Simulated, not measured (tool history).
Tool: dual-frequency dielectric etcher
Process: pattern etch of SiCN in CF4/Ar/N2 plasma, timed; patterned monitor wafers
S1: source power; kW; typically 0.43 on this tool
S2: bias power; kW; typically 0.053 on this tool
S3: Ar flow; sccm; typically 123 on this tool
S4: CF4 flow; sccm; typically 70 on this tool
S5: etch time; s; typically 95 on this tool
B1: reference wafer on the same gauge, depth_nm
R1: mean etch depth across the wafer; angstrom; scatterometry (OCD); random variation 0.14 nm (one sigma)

run	hour	S1	S2	S3	S4	S5	B1	R1
1	0	0.43	0.053	123	70	95	61.1	674
# hour 37: wet clean of the chamber
2	37.5	0.43	0.053	123	70	95	61.1	658
3	42.9	0.43	0.053	123	70	95	61.1	657
# hour 58.2: bias power generator calibrated
4	78.3	0.43	0.053	123	70	95	61.1	661
5	96	0.34	0.053	123	56	95	61.1	530
# hour 100.8: source power generator calibrated
6	123.7	0.34	0.053	123	56	95	61.1	529
7	151.5	0.34	0.053	123	56	95	61.1	531
# hour 164.3: CF4 flow controller replaced
8	166	0.37	0.053	123	87	95	61.1	631
9	181	0.43	0.053	123	81	95	61.1	690
# hour 196.8: Ar flow controller replaced
10	204.3	0.46	0.047	107	70	95	61.1	694
# hour 240.2: upper electrode replaced, of another model than before
11	240.7	0.5	0.053	123	70	95	61.1	711
12	245.8	0.53	0.043	100	70	95	61.1	699
# hour 263.7: gauge calibrated
13	263.9	0.43	0.053	123	70	95	61.1	671
14	290.6	0.48	0.053	110	70	95	61.1	714
15	309.2	0.39	0.053	123	76	79	61.1	551
16	321.6	0.51	0.053	123	81	95	61.1	748
# hour 363.6: wet clean of the chamber
17	364.1	0.47	0.045	123	65	67	61.1	446
18	369	0.37	0.046	123	58	95	61.1	563
19	399.7	0.43	0.053	123	70	95	61.1	663
20	502.7	0.43	0.053	93	70	95	61.1	699

Give the tool's hidden conditions for every run:
source power that arrives over what is set, %: 0 on each run
bias power that arrives over what is set, %: 0 on each run
Ar flow that arrives over what is set, %: 0 on each run
CF4 flow that arrives over what is set, %: 0 on each run
gauge reads high (%): 0 on each run
H1: etch rate over this chamber's usual, %
run	H1
1	2.26
2	-0.209
3	-0.164
4	0.127
5	0.273
6	0.501
7	0.73
8	0.849
9	0.972
10	1.16
11	1.46
12	1.51
13	1.65
14	1.87
15	2.03
16	2.13
17	-0.026
18	0.0143
19	0.267
20	1.11
